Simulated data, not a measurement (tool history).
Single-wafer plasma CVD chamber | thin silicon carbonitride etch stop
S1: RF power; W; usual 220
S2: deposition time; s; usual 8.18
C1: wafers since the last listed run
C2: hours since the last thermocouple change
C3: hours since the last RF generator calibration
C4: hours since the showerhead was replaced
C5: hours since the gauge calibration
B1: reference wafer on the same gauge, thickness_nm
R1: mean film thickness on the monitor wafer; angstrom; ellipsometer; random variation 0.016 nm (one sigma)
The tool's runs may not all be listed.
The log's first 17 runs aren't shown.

run 18 hour=207.7 | S1=180 S2=7.35 | C1=495 C2=1819.2 C3=38.5 C4=33.2 C5=414.1 | B1=4.241 | R1=39.99
run 19 hour=214.5 | S1=220 S2=8.82 | C1=233 C2=1826.0 C3=45.3 C4=40.0 C5=420.9 | B1=4.243 | R1=50.43
run 20 hour=227.0 | S1=240 S2=8.76 | C1=429 C2=1838.5 C3=57.8 C4=52.5 C5=433.4 | B1=4.241 | R1=51.42
run 21 hour=238.9 | S1=220 S2=8.18 | C1=409 C2=1850.4 C3=69.7 C4=64.4 C5=445.3 | B1=4.239 | R1=47.05
-- hour=252.1 thermocouple changed; heater temperature recalibrated
run 22 hour=253.0 | S1=250 S2=7.71 | C1=209 C2=0.9 C3=83.8 C4=78.5 C5=459.4 | B1=4.234 | R1=45.53
run 23 hour=263.4 | S1=235 S2=9.23 | C1=357 C2=11.3 C3=94.2 C4=88.9 C5=469.8 | B1=4.239 | R1=53.81
run 24 hour=273.8 | S1=220 S2=8.18 | C1=357 C2=21.7 C3=104.6 C4=99.3 C5=480.2 | B1=4.240 | R1=47.09
run 25 hour=279.9 | S1=205 S2=8.79 | C1=209 C2=27.8 C3=110.7 C4=105.4 C5=486.3 | B1=4.239 | R1=49.49
-- hour=281.3 gauge calibrated
run 26 hour=320.8 | S1=220 S2=6.89 | C1=1406 C2=68.7 C3=151.6 C4=146.3 C5=39.5 | B1=4.240 | R1=39.50
run 27 hour=338.3 | S1=220 S2=8.18 | C1=601 C2=86.2 C3=169.1 C4=163.8 C5=57.0 | B1=4.241 | R1=47.14
run 28 hour=352.3 | S1=240 S2=7.50 | C1=481 C2=100.2 C3=183.1 C4=177.8 C5=71.0 | B1=4.238 | R1=43.82
run 29 hour=365.4 | S1=195 S2=9.08 | C1=450 C2=113.3 C3=196.2 C4=190.9 C5=84.1 | B1=4.244 | R1=50.26
run 30 hour=376.5 | S1=220 S2=8.18 | C1=381 C2=124.4 C3=207.3 C4=202.0 C5=95.2 | B1=4.243 | R1=46.92
run 31 hour=387.8 | S1=245 S2=8.18 | C1=388 C2=135.7 C3=218.6 C4=213.3 C5=106.5 | B1=4.237 | R1=48.36
run 32 hour=402.2 | S1=195 S2=7.74 | C1=495 C2=150.1 C3=233.0 C4=227.7 C5=120.9 | B1=4.240 | R1=42.69

4 ways to go on from here, each from the tool as it stands after run 32. What would each give?
run A hour=402.6 | S1=220 S2=8.18 | C1=13 C2=150.5 C3=233.4 C4=228.1 C5=121.3 | B1=? | R1=?
run B hour=402.6 | S1=220 S2=7.06 | C1=13 C2=150.5 C3=233.4 C4=228.1 C5=121.3 | B1=? | R1=?
run C hour=402.6 | S1=195 S2=7.61 | C1=13 C2=150.5 C3=233.4 C4=228.1 C5=121.3 | B1=? | R1=?
run D hour=402.6 | S1=205 S2=8.18 | C1=13 C2=150.5 C3=233.4 C4=228.1 C5=121.3 | B1=? | R1=?

run=A B1=4.242 R1=46.82
run=B B1=4.242 R1=40.41
run=C B1=4.242 R1=42.16
run=D B1=4.242 R1=45.94
Without the tool's hidden state the same runs would have given:
run=A R1=46.82
run=B R1=40.41
run=C R1=42.16
run=D R1=45.94

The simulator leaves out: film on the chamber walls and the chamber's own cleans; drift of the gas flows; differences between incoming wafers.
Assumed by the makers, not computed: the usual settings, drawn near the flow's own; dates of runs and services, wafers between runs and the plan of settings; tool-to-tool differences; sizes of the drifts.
